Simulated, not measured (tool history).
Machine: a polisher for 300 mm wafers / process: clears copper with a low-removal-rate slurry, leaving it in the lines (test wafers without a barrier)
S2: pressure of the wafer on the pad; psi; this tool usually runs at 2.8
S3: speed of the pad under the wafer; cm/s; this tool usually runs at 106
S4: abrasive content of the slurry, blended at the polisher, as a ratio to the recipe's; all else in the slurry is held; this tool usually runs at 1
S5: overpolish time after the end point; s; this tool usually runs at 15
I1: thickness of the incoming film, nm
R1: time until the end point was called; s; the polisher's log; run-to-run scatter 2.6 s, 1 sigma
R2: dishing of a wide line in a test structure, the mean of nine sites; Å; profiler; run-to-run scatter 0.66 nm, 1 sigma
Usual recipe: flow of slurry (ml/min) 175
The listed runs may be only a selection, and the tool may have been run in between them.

Run 1, hour 0: usual settings but S2 3.5 psi; I1 494.4. Result: R1 161.6 s, R2 348 Å.
At hour 22.7: slurry blender recalibrated.
Run 2, hour 63.6: usual settings but S2 3.5 psi; I1 494.7. Result: R1 164 s, R2 339 Å.
Run 3, hour 90.5: usual settings but S5 21 s; I1 498. Result: R1 192.2 s, R2 367 Å.
At hour 110.2: worn pad replaced by a new one.
At hour 236.2: slurry blender recalibrated.
Run 4, hour 268.6: usual settings but S5 21 s; I1 488.5. Result: R1 194.8 s, R2 358 Å.
At hour 328.4: worn pad replaced by a new one.
Run 5, hour 365.9: usual settings but S5 21 s; I1 503.9. Result: R1 202.9 s, R2 363 Å.
At hour 387.4: slurry nozzle cleaned.
Run 6, hour 429.9: usual settings; I1 490.1. Result: R1 196.7 s, R2 266 Å.
At hour 450.4: slurry blender recalibrated.
Run 7, hour 474.8: usual settings; I1 492.2. Result: R1 195.5 s, R2 276 Å.
At hour 521.7: worn pad replaced by a new one.
Run 8, hour 522.2: usual settings; I1 495.4. Result: R1 199.5 s, R2 270 Å.
Run 9, hour 547.4: usual settings; I1 500.1. Result: R1 203 s, R2 269 Å.
At hour 572.2: head pressure recalibrated.
Run 10, hour 616.1: usual settings; I1 492.2. Result: R1 188.1 s, R2 298 Å.
At hour 668.5: slurry blender recalibrated.
Run 11, hour 683.9: usual settings but flow of slurry (ml/min) 135, S3 80 cm/s, S5 19 s; I1 492.8. Result: R1 257.3 s, R2 271 Å.
At hour 728: worn pad replaced by a new one.
Run 12, hour 728.5: usual settings but S2 2.1 psi, S5 18 s; I1 496.2. Result: R1 242.5 s, R2 264 Å.
Run 13, hour 757.2: usual settings; I1 499.8. Result: R1 200.7 s, R2 276 Å.
Run 14, hour 808.4: usual settings but S4 0.75, S5 10 s; I1 489.7. Result: R1 205.9 s, R2 177 Å.
At hour 852.3: slurry blender recalibrated.
Run 15, hour 852.8: usual settings but flow of slurry (ml/min) 215, S2 3.7 psi, S3 124 cm/s, S4 1.15; I1 500.1. Result: R1 129.2 s, R2 413 Å.
At hour 897.4: worn pad replaced by a new one.
Run 16, hour 919.8: usual settings but S2 3.8 psi, S5 9 s; I1 500.9. Result: R1 153.3 s, R2 225 Å.
Run 17, hour 982: usual settings but flow of slurry (ml/min) 150, S3 128 cm/s, S5 20 s; I1 489.8. Result: R1 167.6 s, R2 418 Å.

What was the tool's hidden state at every run in the log?
removal rate lost through wear of the pad, %: 0 on each run
slurry flow missing at the pad, %: 0 on each run
abrasive missing from the slurry, %: 0 on each run
H1: deviation of the head's pressure from its setpoint, %
run     H1
  1  -3.18
  2  -4.93
  3  -5.52
  4  -8.02
  5  -8.72
  6  -9.04
  7  -9.21
  8  -9.35
  9  -9.41
 10  -1.02
 11  -3.26
 12  -4.39
 13     -5
 14   -5.9
 15  -6.53
 16  -7.25
 17  -7.75
